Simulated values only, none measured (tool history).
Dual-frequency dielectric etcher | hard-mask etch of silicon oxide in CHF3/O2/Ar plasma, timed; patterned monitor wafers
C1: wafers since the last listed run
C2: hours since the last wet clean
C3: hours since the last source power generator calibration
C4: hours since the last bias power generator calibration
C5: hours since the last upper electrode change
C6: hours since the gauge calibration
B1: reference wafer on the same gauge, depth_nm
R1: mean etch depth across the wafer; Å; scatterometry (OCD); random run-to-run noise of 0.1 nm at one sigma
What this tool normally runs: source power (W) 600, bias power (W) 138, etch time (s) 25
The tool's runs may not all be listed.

run 1 hour=0 | source_power_(W)=600 bias_power_(W)=138 etch_time_(s)=25 | C1=0 C2=246.2 C3=2382.8 C4=2487.7 C5=921.6 C6=958.8 | B1=46.18 | R1=476
run 2 hour=48.4 | source_power_(W)=600 bias_power_(W)=138 etch_time_(s)=25 | C1=794 C2=294.6 C3=2431.2 C4=2536.1 C5=970 C6=1007.2 | B1=46.2 | R1=476.5
run 3 hour=89.7 | source_power_(W)=600 bias_power_(W)=138 etch_time_(s)=25 | C1=678 C2=335.9 C3=2472.5 C4=2577.4 C5=1011.3 C6=1048.5 | B1=46.15 | R1=472.9
run 4 hour=160.2 | source_power_(W)=600 bias_power_(W)=138 etch_time_(s)=25 | C1=1157 C2=406.4 C3=2543 C4=2647.9 C5=1081.8 C6=1119 | B1=46.17 | R1=471.2
run 5 hour=228.8 | source_power_(W)=640 bias_power_(W)=138 etch_time_(s)=25 | C1=1126 C2=475 C3=2611.6 C4=2716.5 C5=1150.4 C6=1187.6 | B1=46.21 | R1=483.1
-- hour=296 wet clean of the chamber
run 6 hour=296.5 | source_power_(W)=640 bias_power_(W)=138 etch_time_(s)=25 | C1=717 C2=0.5 C3=2679.3 C4=2784.2 C5=1218.1 C6=1255.3 | B1=46.19 | R1=493.8
run 7 hour=322.1 | source_power_(W)=640 bias_power_(W)=138 etch_time_(s)=25 | C1=420 C2=26.1 C3=2704.9 C4=2809.8 C5=1243.7 C6=1280.9 | B1=46.21 | R1=495.7
run 8 hour=384.2 | source_power_(W)=600 bias_power_(W)=138 etch_time_(s)=25 | C1=1019 C2=88.2 C3=2767 C4=2871.9 C5=1305.8 C6=1343 | B1=46.2 | R1=481
run 9 hour=429 | source_power_(W)=600 bias_power_(W)=138 etch_time_(s)=25 | C1=735 C2=133 C3=2811.8 C4=2916.7 C5=1350.6 C6=1387.8 | B1=46.2 | R1=479.3
run 10 hour=475.9 | source_power_(W)=600 bias_power_(W)=138 etch_time_(s)=25 | C1=770 C2=179.9 C3=2858.7 C4=2963.6 C5=1397.5 C6=1434.7 | B1=46.18 | R1=478.5
run 11 hour=533 | source_power_(W)=600 bias_power_(W)=138 etch_time_(s)=25 | C1=937 C2=237 C3=2915.8 C4=3020.7 C5=1454.6 C6=1491.8 | B1=46.17 | R1=476
run 12 hour=598.4 | source_power_(W)=600 bias_power_(W)=138 etch_time_(s)=25 | C1=1073 C2=302.4 C3=2981.2 C4=3086.1 C5=1520 C6=1557.2 | B1=46.19 | R1=474.5
-- hour=718.9 source power generator calibrated
run 13 hour=719.4 | source_power_(W)=600 bias_power_(W)=138 etch_time_(s)=25 | C1=1921 C2=423.4 C3=0.5 C4=3207.1 C5=1641 C6=1678.2 | B1=46.22 | R1=461.8
run 14 hour=804.3 | source_power_(W)=600 bias_power_(W)=138 etch_time_(s)=28.5 | C1=1394 C2=508.3 C3=85.4 C4=3292 C5=1725.9 C6=1763.1 | B1=46.19 | R1=524.8
-- hour=806.1 gauge calibrated
-- hour=852.5 wet clean of the chamber
run 15 hour=865.3 | source_power_(W)=600 bias_power_(W)=138 etch_time_(s)=25 | C1=607 C2=12.8 C3=146.4 C4=3353 C5=1786.9 C6=59.2 | B1=46.19 | R1=473.7
-- hour=882.6 bias power generator calibrated
run 16 hour=925 | source_power_(W)=600 bias_power_(W)=118 etch_time_(s)=27 | C1=914 C2=72.5 C3=206.1 C4=42.4 C5=1846.6 C6=118.9 | B1=46.22 | R1=495.4
run 17 hour=956.8 | source_power_(W)=600 bias_power_(W)=138 etch_time_(s)=25 | C1=522 C2=104.3 C3=237.9 C4=74.2 C5=1878.4 C6=150.7 | B1=46.15 | R1=471.1
-- hour=1010.2 upper electrode replaced
run 18 hour=1023.6 | source_power_(W)=750 bias_power_(W)=138 etch_time_(s)=28 | C1=702 C2=171.1 C3=304.7 C4=141 C5=13.4 C6=217.5 | B1=46.22 | R1=574.5
run 19 hour=1072.8 | source_power_(W)=730 bias_power_(W)=104 etch_time_(s)=25 | C1=807 C2=220.3 C3=353.9 C4=190.2 C5=62.6 C6=266.7 | B1=46.21 | R1=482.9
run 20 hour=1141.2 | source_power_(W)=640 bias_power_(W)=138 etch_time_(s)=25 | C1=1123 C2=288.7 C3=422.3 C4=258.6 C5=131 C6=335.1 | B1=46.21 | R1=479.8
run 21 hour=1205.6 | source_power_(W)=540 bias_power_(W)=138 etch_time_(s)=32 | C1=1057 C2=353.1 C3=486.7 C4=323 C5=195.4 C6=399.5 | B1=46.19 | R1=574.5
run 22 hour=1250.4 | source_power_(W)=600 bias_power_(W)=138 etch_time_(s)=25 | C1=735 C2=397.9 C3=531.5 C4=367.8 C5=240.2 C6=444.3 | B1=46.17 | R1=467.2
-- hour=1311 wet clean of the chamber
run 23 hour=1311.5 | source_power_(W)=750 bias_power_(W)=119 etch_time_(s)=27 | C1=609 C2=0.5 C3=592.6 C4=428.9 C5=301.3 C6=505.4 | B1=46.17 | R1=545.8
run 24 hour=1337 | source_power_(W)=600 bias_power_(W)=138 etch_time_(s)=17.5 | C1=418 C2=26 C3=618.1 C4=454.4 C5=326.8 C6=530.9 | B1=46.21 | R1=332.4
run 25 hour=1363.9 | source_power_(W)=600 bias_power_(W)=138 etch_time_(s)=27.5 | C1=441 C2=52.9 C3=645 C4=481.3 C5=353.7 C6=557.8 | B1=46.19 | R1=521.4
run 26 hour=1473.1 | source_power_(W)=520 bias_power_(W)=138 etch_time_(s)=28 | C1=1793 C2=162.1 C3=754.2 C4=590.5 C5=462.9 C6=667 | B1=46.19 | R1=499.4
run 27 hour=1497.6 | source_power_(W)=600 bias_power_(W)=138 etch_time_(s)=25 | C1=402 C2=186.6 C3=778.7 C4=615 C5=487.4 C6=691.5 | B1=46.21 | R1=471.7
run 28 hour=1525.6 | source_power_(W)=510 bias_power_(W)=105 etch_time_(s)=18 | C1=459 C2=214.6 C3=806.7 C4=643 C5=515.4 C6=719.5 | B1=46.22 | R1=302.4
run 29 hour=1559.3 | source_power_(W)=600 bias_power_(W)=138 etch_time_(s)=25 | C1=553 C2=248.3 C3=840.4 C4=676.7 C5=549.1 C6=753.2 | B1=46.23 | R1=471.9

Each row is a separate what-if for the run after 29, all from the same tool condition, not one after another. Results?
run A hour=1559.7 | source_power_(W)=600 bias_power_(W)=138 etch_time_(s)=25 | C1=6 C2=248.7 C3=840.8 C4=677.1 C5=549.5 C6=753.6 | B1=? | R1=?
run B hour=1559.7 | source_power_(W)=550 bias_power_(W)=166 etch_time_(s)=22 | C1=6 C2=248.7 C3=840.8 C4=677.1 C5=549.5 C6=753.6 | B1=? | R1=?
run C hour=1559.7 | source_power_(W)=650 bias_power_(W)=138 etch_time_(s)=25 | C1=6 C2=248.7 C3=840.8 C4=677.1 C5=549.5 C6=753.6 | B1=? | R1=?

run=A B1=46.2 R1=469.3
run=B B1=46.2 R1=414.4
run=C B1=46.2 R1=484.6
Had the tool no hidden state, the same runs would have come out as:
run=A R1=472.3
run=B R1=417.1
run=C R1=487.6
